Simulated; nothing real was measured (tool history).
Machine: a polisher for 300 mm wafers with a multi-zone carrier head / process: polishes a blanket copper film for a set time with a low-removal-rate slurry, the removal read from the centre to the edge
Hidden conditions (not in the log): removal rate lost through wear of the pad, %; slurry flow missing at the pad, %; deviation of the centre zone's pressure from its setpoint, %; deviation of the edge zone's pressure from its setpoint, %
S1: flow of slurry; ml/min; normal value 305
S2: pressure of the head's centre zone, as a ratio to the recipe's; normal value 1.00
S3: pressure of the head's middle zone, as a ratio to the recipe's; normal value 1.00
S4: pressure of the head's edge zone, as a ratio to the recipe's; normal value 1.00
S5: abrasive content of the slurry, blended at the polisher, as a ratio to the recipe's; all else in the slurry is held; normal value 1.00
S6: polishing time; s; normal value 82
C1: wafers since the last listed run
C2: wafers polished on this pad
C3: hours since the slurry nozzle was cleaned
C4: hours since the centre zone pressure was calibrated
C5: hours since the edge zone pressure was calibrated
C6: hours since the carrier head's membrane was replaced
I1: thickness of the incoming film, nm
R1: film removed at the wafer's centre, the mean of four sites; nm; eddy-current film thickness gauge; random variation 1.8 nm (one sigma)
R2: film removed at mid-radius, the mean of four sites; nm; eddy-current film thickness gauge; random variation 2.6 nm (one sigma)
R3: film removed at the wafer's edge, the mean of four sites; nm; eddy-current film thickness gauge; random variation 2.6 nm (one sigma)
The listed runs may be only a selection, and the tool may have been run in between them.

run    hour   S1    S2    S3    S4    S5  S6    C1    C2     C3     C4     C5      C6      I1     R1     R2     R3
  1     0.0  305  1.00  1.12  1.00  1.10  82     0  1047  537.0  978.1  387.0  1588.5   988.9  252.3  275.1  246.4
        4.6  -- centre zone pressure recalibrated
  2    46.0  305  1.00  1.00  1.00  1.00  82   492  1539  583.0   41.4  433.0  1634.5  1001.8  244.1  248.3  240.0
  3    88.0  340  0.89  1.00  1.06  1.00  82   470  2010  625.0   83.4  475.0  1676.5  1007.5  218.0  250.6  247.5
      127.6  -- slurry nozzle cleaned
  4   175.0  305  1.04  1.00  1.00  1.00  82   963  2973   47.4  170.4  562.0  1763.5  1022.1  250.4  247.8  239.5
  5   220.9  305  1.04  1.00  1.00  1.00  82   514  3487   93.3  216.3  607.9  1809.4  1030.3  252.3  239.5  234.8
  6   252.4  305  1.00  1.00  1.00  0.75  82   352  3840  124.8  247.8  639.4  1840.9  1017.3  221.6  221.9  212.6
  7   278.5  205  1.00  1.00  0.95  1.25  82   292  4132  150.9  273.9  665.5  1867.0  1016.6  244.4  247.3  239.6
  8   320.4  245  1.00  1.04  1.00  1.00  67   469  4601  192.8  315.8  707.4  1908.9  1005.0  192.9  199.1  192.2
  9   367.7  305  0.95  0.93  1.00  1.00  82   529  5131  240.1  363.1  754.7  1956.2  1021.1  227.9  230.8  237.5
      377.0  -- edge zone pressure recalibrated
      437.8  -- worn pad replaced by a new one
 10   438.3  305  1.00  1.00  1.00  1.00  82   723     5  310.7  433.7   61.3  2026.8  1007.1  245.4  238.8  242.3
 11   567.4  305  1.00  1.09  0.90  1.00  82  1445  1450  439.8  562.8  190.4  2155.9  1011.3  244.3  260.6  233.6
      617.0  -- carrier head's membrane replaced by a new one
 12   638.1  305  1.00  1.00  1.09  0.80  82   735  2186  510.5  633.5  261.1    21.1  1017.0  224.7  220.2  232.4
 13   678.5  305  1.00  1.10  1.00  1.00  82   452  2639  550.9  673.9  301.5    61.5  1015.5  242.6  266.7  232.9
 14   723.7  305  1.00  1.00  1.00  1.00  82   506  3145  596.1  719.1  346.7   106.7  1013.3  244.1  240.0  245.6
 15   776.6  305  0.93  1.00  1.00  1.00  91   592  3737  649.0  772.0  399.6   159.6  1021.7  246.8  269.2  267.6
 16   840.3  305  1.00  1.00  1.00  1.00  82   713  4451  712.7  835.7  463.3   223.3  1015.2  243.8  249.0  239.5
      855.2  -- worn pad replaced by a new one
      878.1  -- slurry nozzle cleaned
 17   895.2  305  1.00  1.00  1.00  1.00  82   558   436   17.1  890.6  518.2   278.2  1014.2  243.2  243.7  244.8
      948.1  -- centre zone pressure recalibrated
 18   958.9  210  1.00  1.04  1.05  1.15  82   690  1127   80.8   10.8  581.9   341.9  1003.4  239.5  254.6  250.3
 19  1025.2  340  1.00  1.04  1.06  1.25  82   742  1869  147.1   77.1  648.2   408.2  1005.9  260.6  278.0  259.4
     1028.4  -- edge zone pressure recalibrated
 20  1085.2  305  1.00  1.00  1.00  0.80  55   649  2519  207.1  137.1   56.8   468.2  1017.7  150.9  149.2  149.7
 21  1125.6  335  1.00  1.00  1.00  1.00  82   452  2971  247.5  177.5   97.2   508.6   993.5  240.8  245.3  238.2

Describe how what the log doesn't record of the tool's condition differs between the last listed run preceding each entry between runs and the first listed run following it.
Runs 1 to 2: centre zone pressure recalibrated (hour 4.6)
  no difference in the tool's unlogged condition between these two runs
Runs 3 to 4: slurry nozzle cleaned (hour 127.6)
  no difference in the tool's unlogged condition between these two runs
Runs 9 to 10: edge zone pressure recalibrated (hour 377.0); worn pad replaced by a new one (hour 437.8)
  no difference in the tool's unlogged condition between these two runs
Runs 11 to 12: carrier head's membrane replaced by a new one (hour 617.0)
  no difference in the tool's unlogged condition between these two runs
Runs 16 to 17: worn pad replaced by a new one (hour 855.2); slurry nozzle cleaned (hour 878.1)
  no difference in the tool's unlogged condition between these two runs
Runs 17 to 18: centre zone pressure recalibrated (hour 948.1)
  no difference in the tool's unlogged condition between these two runs
Runs 19 to 20: edge zone pressure recalibrated (hour 1028.4)
  no difference in the tool's unlogged condition between these two runs

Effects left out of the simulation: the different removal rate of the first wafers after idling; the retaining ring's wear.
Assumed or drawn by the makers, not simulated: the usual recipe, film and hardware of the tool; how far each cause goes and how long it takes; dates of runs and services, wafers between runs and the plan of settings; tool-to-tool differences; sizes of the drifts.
